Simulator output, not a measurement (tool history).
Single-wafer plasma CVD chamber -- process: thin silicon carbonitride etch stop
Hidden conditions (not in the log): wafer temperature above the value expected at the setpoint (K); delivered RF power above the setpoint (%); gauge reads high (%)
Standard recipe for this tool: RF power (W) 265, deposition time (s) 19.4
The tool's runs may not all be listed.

| run | hour | RF power (W) | deposition time (s) | wafers since the last listed run | hours since the last thermocouple change | hours since the last RF generator calibration | hours since the showerhead was replaced | hours since the gauge calibration | read-back reference wafer on the same gauge, thickness_nm | mean film thickness on the monitor wafer (nm) |
|---|---|---|---|---|---|---|---|---|---|---|
| 1 | 0.0 | 265 | 19.4 | 0 | 2743.6 | 1968.5 | 3899.9 | 25.6 | 10.401 | 11.456 |
| 2 | 9.0 | 265 | 19.4 | 192 | 2752.6 | 1977.5 | 3908.9 | 34.6 | 10.398 | 11.504 |
| 3 | 22.3 | 265 | 19.4 | 284 | 2765.9 | 1990.8 | 3922.2 | 47.9 | 10.398 | 11.474 |
| 4 | 34.2 | 265 | 19.4 | 254 | 2777.8 | 2002.7 | 3934.1 | 59.8 | 10.398 | 11.468 |
| 5 | 49.5 | 265 | 19.4 | 326 | 2793.1 | 2018.0 | 3949.4 | 75.1 | 10.401 | 11.453 |
|  | 85.2 | RF generator calibrated |
| 6 | 97.6 | 245 | 19.4 | 856 | 2841.2 | 12.4 | 3997.5 | 123.2 | 10.397 | 11.119 |
|  | 116.8 | showerhead replaced |
| 7 | 126.8 | 265 | 20.5 | 452 | 2870.4 | 41.6 | 10.0 | 152.4 | 10.398 | 12.129 |
| 8 | 134.2 | 265 | 20.5 | 158 | 2877.8 | 49.0 | 17.4 | 159.8 | 10.396 | 12.110 |
| 9 | 146.9 | 280 | 16.0 | 271 | 2890.5 | 61.7 | 30.1 | 172.5 | 10.404 | 9.634 |
| 10 | 159.9 | 240 | 21.1 | 277 | 2903.5 | 74.7 | 43.1 | 185.5 | 10.400 | 12.033 |
|  | 175.2 | thermocouple changed; heater temperature recalibrated |
|  | 181.3 | gauge calibrated |
| 11 | 204.4 | 295 | 20.4 | 779 | 29.2 | 119.2 | 87.6 | 23.1 | 10.398 | 12.535 |
| 12 | 212.9 | 265 | 19.4 | 181 | 37.7 | 127.7 | 96.1 | 31.6 | 10.398 | 11.489 |
| 13 | 222.0 | 265 | 19.4 | 194 | 46.8 | 136.8 | 105.2 | 40.7 | 10.402 | 11.483 |
| 14 | 228.2 | 235 | 17.9 | 132 | 53.0 | 143.0 | 111.4 | 46.9 | 10.403 | 10.124 |
| 15 | 244.0 | 290 | 17.9 | 337 | 68.8 | 158.8 | 127.2 | 62.7 | 10.405 | 10.942 |
| 16 | 254.2 | 300 | 22.6 | 217 | 79.0 | 169.0 | 137.4 | 72.9 | 10.402 | 14.020 |

Alternative continuations, all from the tool just after run 16; predict every row:
| A | 254.6 | 310 | 19.4 | 8 | 79.4 | 169.4 | 137.8 | 73.3 | ? | ? |
| B | 254.6 | 215 | 22.3 | 8 | 79.4 | 169.4 | 137.8 | 73.3 | ? | ? |
| C | 254.6 | 265 | 20.6 | 8 | 79.4 | 169.4 | 137.8 | 73.3 | ? | ? |
| D | 254.6 | 230 | 18.3 | 8 | 79.4 | 169.4 | 137.8 | 73.3 | ? | ? |
| E | 254.6 | 235 | 18.1 | 8 | 79.4 | 169.4 | 137.8 | 73.3 | ? | ? |

| run | read-back reference wafer on the same gauge, thickness_nm | mean film thickness on the monitor wafer (nm) |
|---|---|---|
| A | 10.402 | 12.143 |
| B | 10.402 | 12.157 |
| C | 10.402 | 12.172 |
| D | 10.402 | 10.244 |
| E | 10.402 | 10.217 |
Had the tool no hidden state, the same runs would have come out as:
| run | mean film thickness on the monitor wafer (nm) |
|---|---|
| A | 12.143 |
| B | 12.157 |
| C | 12.172 |
| D | 10.244 |
| E | 10.217 |
